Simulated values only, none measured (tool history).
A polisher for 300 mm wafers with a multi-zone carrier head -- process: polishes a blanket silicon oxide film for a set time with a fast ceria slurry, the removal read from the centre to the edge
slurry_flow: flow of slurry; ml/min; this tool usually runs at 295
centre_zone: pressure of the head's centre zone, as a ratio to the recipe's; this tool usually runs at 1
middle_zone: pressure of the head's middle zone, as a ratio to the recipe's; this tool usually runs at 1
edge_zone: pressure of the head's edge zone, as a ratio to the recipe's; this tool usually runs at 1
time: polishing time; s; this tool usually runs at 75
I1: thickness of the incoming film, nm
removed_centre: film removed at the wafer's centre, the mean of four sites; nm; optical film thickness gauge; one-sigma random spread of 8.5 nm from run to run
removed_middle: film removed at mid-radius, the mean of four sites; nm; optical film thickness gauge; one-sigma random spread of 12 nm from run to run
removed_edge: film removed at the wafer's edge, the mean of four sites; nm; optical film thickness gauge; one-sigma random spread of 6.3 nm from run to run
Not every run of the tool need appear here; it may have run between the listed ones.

Run 1, hour 0: usual settings but centre_zone 1.07, time 70 s; I1 2764.5. Result: removed_centre 871.5 nm, removed_middle 928.9 nm, removed_edge 924.1 nm.
At hour 47.5: worn pad replaced by a new one.
Run 2, hour 55.3: usual settings; I1 2740.9. Result: removed_centre 865.6 nm, removed_middle 990.6 nm, removed_edge 995.9 nm.
Run 3, hour 101.2: usual settings; I1 2789.4. Result: removed_centre 862.7 nm, removed_middle 949.2 nm, removed_edge 981.6 nm.
Run 4, hour 146.4: usual settings; I1 2789.4. Result: removed_centre 875.9 nm, removed_middle 949.9 nm, removed_edge 1000.1 nm.
At hour 241.7: worn pad replaced by a new one.
Run 5, hour 312.3: usual settings; I1 2771.5. Result: removed_centre 841.6 nm, removed_middle 962.7 nm, removed_edge 991.2 nm.
Run 6, hour 375.9: usual settings; I1 2754. Result: removed_centre 846.1 nm, removed_middle 938.4 nm, removed_edge 999.9 nm.
Run 7, hour 433.2: usual settings; I1 2747.7. Result: removed_centre 837.4 nm, removed_middle 948.8 nm, removed_edge 1002.2 nm.
At hour 456.3: worn pad replaced by a new one.
At hour 484: centre zone pressure recalibrated.
Run 8, hour 503.6: usual settings but time 57 s; I1 2792.6. Result: removed_centre 704.8 nm, removed_middle 732.8 nm, removed_edge 758.2 nm.
Run 9, hour 546.2: usual settings but time 57 s; I1 2719.4. Result: removed_centre 707.7 nm, removed_middle 738.8 nm, removed_edge 754.6 nm.
Run 10, hour 576.4: usual settings but time 57 s; I1 2748.9. Result: removed_centre 677.4 nm, removed_middle 726.4 nm, removed_edge 753.6 nm.
Run 11, hour 619.8: usual settings but middle_zone 1.03, edge_zone 0.91; I1 2784.9. Result: removed_centre 889.2 nm, removed_middle 983.5 nm, removed_edge 956.1 nm.
At hour 667.4: carrier head's membrane replaced by a new one.
At hour 677.7: worn pad replaced by a new one.
Run 12, hour 678.2: usual settings but centre_zone 0.89, middle_zone 0.91, edge_zone 1.03, time 56 s; I1 2769.5. Result: removed_centre 585.8 nm, removed_middle 667.9 nm, removed_edge 748.4 nm.
At hour 742.7: slurry nozzle cleaned.
Run 13, hour 747.5: usual settings but centre_zone 0.95; I1 2738.2. Result: removed_centre 831.9 nm, removed_middle 948 nm, removed_edge 992.6 nm.
At hour 786.3: edge zone pressure recalibrated.
Run 14, hour 795.5: usual settings but slurry_flow 255 ml/min, edge_zone 0.9; I1 2762.9. Result: removed_centre 855.5 nm, removed_middle 970.1 nm, removed_edge 932.5 nm.
Run 15, hour 830.4: usual settings but slurry_flow 225 ml/min, middle_zone 1.04, time 51 s; I1 2735.7. Result: removed_centre 565.4 nm, removed_middle 667.4 nm, removed_edge 657.7 nm.
Run 16, hour 863.5: usual settings; I1 2715.2. Result: removed_centre 859.9 nm, removed_middle 948.1 nm, removed_edge 997.8 nm.
Run 17, hour 907: usual settings but slurry_flow 380 ml/min, middle_zone 0.9, time 63 s; I1 2692.2. Result: removed_centre 737.5 nm, removed_middle 767.6 nm, removed_edge 854.4 nm.
At hour 922.2: worn pad replaced by a new one.
Run 18, hour 966.3: usual settings; I1 2736.4. Result: removed_centre 839.1 nm, removed_middle 952.3 nm, removed_edge 1001 nm.
Run 19, hour 1012.8: usual settings but slurry_flow 205 ml/min, centre_zone 1.11, middle_zone 1.06, time 62 s; I1 2747.3. Result: removed_centre 734.4 nm, removed_middle 813.7 nm, removed_edge 806.3 nm.
Run 20, hour 1070.9: usual settings but edge_zone 1.1; I1 2771.2. Result: removed_centre 831.8 nm, removed_middle 952.7 nm, removed_edge 1042.6 nm.
Run 21, hour 1115.4: usual settings but centre_zone 0.96, middle_zone 1.07, time 55 s; I1 2773.3. Result: removed_centre 586.1 nm, removed_middle 757.7 nm, removed_edge 722.7 nm.

Alternative continuations, all from the tool just after run 21; predict every row:
Run A, hour 1115.8: usual settings; I1 2743.2. Result: removed_centre ?, removed_middle ?, removed_edge ?.
Run B, hour 1115.8: usual settings but centre_zone 0.92, edge_zone 1.04; I1 2743.2. Result: removed_centre ?, removed_middle ?, removed_edge ?.
Run C, hour 1115.8: usual settings but centre_zone 1.09, middle_zone 0.92; I1 2743.2. Result: removed_centre ?, removed_middle ?, removed_edge ?.
Run D, hour 1115.8: usual settings but centre_zone 0.92; I1 2743.2. Result: removed_centre ?, removed_middle ?, removed_edge ?.
Run E, hour 1115.8: usual settings but centre_zone 0.89, middle_zone 0.94; I1 2743.2. Result: removed_centre ?, removed_middle ?, removed_edge ?.

run  removed_centre  removed_middle  removed_edge
  A           837.2           962.7         996.2
  B           768.9           963.1        1015.4
  C           913.5           897.3         997.2
  D           768.9           963.1         996.2
  E             743           914.5           997
Without the tool's unlogged condition, the same runs would have read:
run  removed_centre  removed_middle  removed_edge
  A           951.3           962.1         996.2
  B           874.6           962.5        1015.4
  C            1037           896.7         997.2
  D           874.6           962.5         996.2
  E           845.5           913.9           997
